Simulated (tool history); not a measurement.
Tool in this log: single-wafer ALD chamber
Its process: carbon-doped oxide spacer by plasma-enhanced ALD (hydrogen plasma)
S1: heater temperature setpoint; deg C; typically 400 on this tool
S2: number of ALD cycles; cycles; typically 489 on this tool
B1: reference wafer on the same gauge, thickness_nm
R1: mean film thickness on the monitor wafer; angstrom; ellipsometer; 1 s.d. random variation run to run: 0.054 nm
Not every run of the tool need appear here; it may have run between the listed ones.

{"run": 1, "hour": 0.0, "S1": 400, "S2": 513, "B1": 25.819, "R1": 222.99}
{"hour": 57.6, "done": "gauge calibrated"}
{"run": 2, "hour": 66.2, "S1": 400, "S2": 411, "B1": 25.81, "R1": 178.98}
{"run": 3, "hour": 142.0, "S1": 400, "S2": 489, "B1": 25.811, "R1": 212.37}
{"run": 4, "hour": 239.6, "S1": 393, "S2": 489, "B1": 25.776, "R1": 214.27}
{"run": 5, "hour": 277.6, "S1": 393, "S2": 489, "B1": 25.802, "R1": 214.13}
{"run": 6, "hour": 335.2, "S1": 393, "S2": 489, "B1": 25.804, "R1": 215.03}
{"run": 7, "hour": 438.6, "S1": 400, "S2": 489, "B1": 25.818, "R1": 212.06}
{"hour": 454.4, "done": "thermocouple changed; heater temperature recalibrated"}
{"run": 8, "hour": 477.1, "S1": 400, "S2": 489, "B1": 25.792, "R1": 214.29}
{"run": 9, "hour": 514.3, "S1": 400, "S2": 489, "B1": 25.799, "R1": 215.99}
{"run": 10, "hour": 614.2, "S1": 400, "S2": 422, "B1": 25.8, "R1": 184.89}
{"hour": 692.6, "done": "gauge calibrated"}
{"hour": 712.5, "done": "thermocouple changed; heater temperature recalibrated, repeated, since the last time left the tool worse"}
{"run": 11, "hour": 718.9, "S1": 407, "S2": 463, "B1": 25.799, "R1": 198.52}
{"run": 12, "hour": 802.3, "S1": 389, "S2": 525, "B1": 25.797, "R1": 231.38}
{"run": 13, "hour": 871.9, "S1": 415, "S2": 416, "B1": 25.78, "R1": 171.64}
{"run": 14, "hour": 938.1, "S1": 415, "S2": 416, "B1": 25.791, "R1": 171.86}
{"run": 15, "hour": 984.0, "S1": 400, "S2": 520, "B1": 25.809, "R1": 226.88}
{"run": 16, "hour": 1045.2, "S1": 412, "S2": 420, "B1": 25.795, "R1": 175.02}

Here are 3 independent what-if runs from the current tool condition. What would each one return?
{"run": "A", "hour": 1046.3, "S1": 400, "S2": 489, "B1": "?", "R1": "?"}
{"run": "B", "hour": 1046.3, "S1": 396, "S2": 412, "B1": "?", "R1": "?"}
{"run": "C", "hour": 1046.3, "S1": 394, "S2": 561, "B1": "?", "R1": "?"}

run=A B1=25.791 R1=213.01
run=B B1=25.791 R1=180.94
run=C B1=25.791 R1=246.38
Take away the tool's hidden state, keep each run's random variation, and the runs would have read:
run=A R1=214.76
run=B R1=180.94
run=C R1=246.38
